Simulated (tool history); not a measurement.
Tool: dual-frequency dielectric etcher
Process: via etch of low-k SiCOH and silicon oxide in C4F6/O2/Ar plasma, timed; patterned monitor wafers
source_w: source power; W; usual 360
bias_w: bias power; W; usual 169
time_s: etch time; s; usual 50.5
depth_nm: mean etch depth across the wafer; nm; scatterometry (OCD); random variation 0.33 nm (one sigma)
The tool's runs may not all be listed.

run,hour,source_w,bias_w,time_s,wafers since the last listed run,hours since the last wet clean,hours since the last source power generator calibration,hours since the last bias power generator calibration,hours since the last upper electrode change,hours since the gauge calibration,"read-back reference wafer on the same gauge, depth_nm",depth_nm
1,0.0,360,169,42.5,0,106.9,3706.0,3769.1,2582.8,25.6,117.1,110.0
2,25.5,360,169,42.5,217,132.4,3731.5,3794.6,2608.3,51.1,117.0,110.7
3,49.0,300,169,50.5,200,155.9,3755.0,3818.1,2631.8,74.6,117.1,117.2
4,67.4,300,169,50.5,157,174.3,3773.4,3836.5,2650.2,93.0,116.8,117.1
# hour 109.5: wet clean of the chamber, repeated, since the last time left the tool worse
5,110.0,300,169,50.5,158,0.5,3816.0,3879.1,2692.8,135.6,116.9,111.4
# hour 141.8: upper electrode replaced
6,142.3,360,169,50.5,70,32.8,3848.3,3911.4,0.5,167.9,117.1,125.7
7,145.2,360,169,50.5,24,35.7,3851.2,3914.3,3.4,170.8,117.0,125.1
# hour 151.0: bias power generator calibrated
8,171.5,420,169,61.0,190,62.0,3877.5,20.5,29.7,197.1,117.1,166.3
# hour 177.2: source power generator calibrated
9,187.2,360,169,50.5,100,77.7,10.0,36.2,45.4,212.8,116.8,126.2
10,220.0,360,169,50.5,280,110.5,42.8,69.0,78.2,245.6,117.0,126.1
11,254.5,360,180,50.5,294,145.0,77.3,103.5,112.7,280.1,117.1,130.5
12,277.4,440,151,63.5,195,167.9,100.2,126.4,135.6,303.0,116.8,168.3
13,311.0,360,169,50.5,287,201.5,133.8,160.0,169.2,336.6,116.9,126.2
14,361.7,380,169,43.5,433,252.2,184.5,210.7,219.9,387.3,117.0,112.5
15,379.9,360,169,40.5,155,270.4,202.7,228.9,238.1,405.5,117.1,101.3
16,406.6,360,169,50.5,228,297.1,229.4,255.6,264.8,432.2,116.9,127.3
17,423.5,440,199,50.5,144,314.0,246.3,272.5,281.7,449.1,116.9,153.9
18,453.8,400,169,61.0,258,344.3,276.6,302.8,312.0,479.4,117.0,163.6
19,472.8,430,145,38.0,162,363.3,295.6,321.8,331.0,498.4,117.0,98.4
20,494.0,360,169,36.0,181,384.5,316.8,343.0,352.2,519.6,117.0,90.7
21,509.4,360,169,62.5,131,399.9,332.2,358.4,367.6,535.0,117.0,157.4
22,527.4,360,169,56.0,153,417.9,350.2,376.4,385.6,553.0,117.1,141.0
# hour 552.9: gauge calibrated
23,560.9,360,169,50.5,286,451.4,383.7,409.9,419.1,8.0,116.9,127.2
24,585.8,360,169,50.5,212,476.3,408.6,434.8,444.0,32.9,117.1,128.0
25,610.7,400,150,59.5,212,501.2,433.5,459.7,468.9,57.8,117.1,151.1
# hour 647.4: wet clean of the chamber
26,647.9,360,169,50.5,112,0.5,470.7,496.9,506.1,95.0,117.1,125.4
27,662.7,360,138,50.5,126,15.3,485.5,511.7,520.9,109.8,117.0,113.4
28,693.4,400,185,36.5,262,46.0,516.2,542.4,551.6,140.5,117.0,101.2
29,713.3,430,133,50.5,170,65.9,536.1,562.3,571.5,160.4,117.1,123.1
30,744.7,360,169,50.5,268,97.3,567.5,593.7,602.9,191.8,117.1,125.8
31,758.7,360,200,50.5,119,111.3,581.5,607.7,616.9,205.8,117.0,136.9

What the log doesn't show, run by run:
source power that arrives over what is set, %: 0 in every run
bias power that arrives over what is set, %: 0 in every run
gauge reads high (%): 0 in every run
H1: etch rate over this chamber's usual, %
run,H1
1,4.35
2,4.46
3,4.56
4,4.64
5,-0.241
6,-0.104
7,-0.0918
8,0.0198
9,0.0864
10,0.226
11,0.372
12,0.469
13,0.612
14,0.827
15,0.904
16,1.02
17,1.09
18,1.22
19,1.3
20,1.39
21,1.45
22,1.53
23,1.67
24,1.78
25,1.88
26,0.19
27,0.252
28,0.383
29,0.467
30,0.6
31,0.66
